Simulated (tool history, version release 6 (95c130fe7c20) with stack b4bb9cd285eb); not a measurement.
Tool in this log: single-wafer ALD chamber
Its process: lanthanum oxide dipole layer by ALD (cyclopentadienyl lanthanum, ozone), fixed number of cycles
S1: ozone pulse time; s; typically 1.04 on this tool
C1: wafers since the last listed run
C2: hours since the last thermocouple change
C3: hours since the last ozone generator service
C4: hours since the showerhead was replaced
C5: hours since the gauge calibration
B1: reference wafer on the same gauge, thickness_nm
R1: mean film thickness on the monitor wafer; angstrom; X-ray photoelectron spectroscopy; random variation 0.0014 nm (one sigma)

run,hour,S1,C1,C2,C3,C4,C5,B1,R1
1,0.0,1.20,0,1422.6,811.3,5643.1,29.6,0.44,4.97
2,17.9,1.20,227,1440.5,829.2,5661.0,47.5,0.44,5.00
3,35.0,1.20,217,1457.6,846.3,5678.1,64.6,0.44,4.98
4,70.8,1.16,455,1493.4,882.1,5713.9,100.4,0.44,4.96
5,88.5,1.16,225,1511.1,899.8,5731.6,118.1,0.44,4.94
6,114.4,1.04,329,1537.0,925.7,5757.5,144.0,0.44,4.77
7,139.9,1.04,324,1562.5,951.2,5783.0,169.5,0.44,4.74
8,160.9,1.04,267,1583.5,972.2,5804.0,190.5,0.44,4.75
9,183.8,1.04,291,1606.4,995.1,5826.9,213.4,0.44,4.75
10,208.1,1.04,309,1630.7,1019.4,5851.2,237.7,0.44,4.75
11,232.8,1.04,314,1655.4,1044.1,5875.9,262.4,0.44,4.73
12,248.5,0.75,199,1671.1,1059.8,5891.6,278.1,0.44,4.04
13,345.2,0.73,1231,1767.8,1156.5,5988.3,374.8,0.44,3.96
14,370.2,1.40,318,1792.8,1181.5,6013.3,399.8,0.44,5.17
15,389.4,1.19,244,1812.0,1200.7,6032.5,419.0,0.44,4.97
# hour 428.5: ozone generator serviced
16,429.0,1.31,402,1851.6,0.5,6072.1,458.6,0.44,5.22
# hour 445.9: gauge calibrated
# hour 457.5: showerhead replaced
17,502.0,1.04,827,1924.6,73.5,44.5,56.1,0.44,4.90
# hour 515.2: thermocouple changed; heater temperature recalibrated
18,527.9,0.90,227,12.7,99.4,70.4,82.0,0.44,4.57
19,552.2,1.35,309,37.0,123.7,94.7,106.3,0.44,5.22
20,586.9,1.04,441,71.7,158.4,129.4,141.0,0.44,4.85
21,607.0,1.04,255,91.8,178.5,149.5,161.1,0.44,4.84
22,637.2,1.04,384,122.0,208.7,179.7,191.3,0.44,4.85
23,666.7,0.70,375,151.5,238.2,209.2,220.8,0.44,4.02

Below are 3 alternative next runs, each starting from the tool's condition after run 23. Predict each:
A,667.1,1.23,5,151.9,238.6,209.6,221.2,?,?
B,667.1,0.72,5,151.9,238.6,209.6,221.2,?,?
C,667.1,1.43,5,151.9,238.6,209.6,221.2,?,?

run,B1,R1
A,0.44,5.11
B,0.44,4.08
C,0.44,5.28
Without the tool's unlogged condition, the same runs would have read:
run,R1
A,5.14
B,4.13
C,5.30

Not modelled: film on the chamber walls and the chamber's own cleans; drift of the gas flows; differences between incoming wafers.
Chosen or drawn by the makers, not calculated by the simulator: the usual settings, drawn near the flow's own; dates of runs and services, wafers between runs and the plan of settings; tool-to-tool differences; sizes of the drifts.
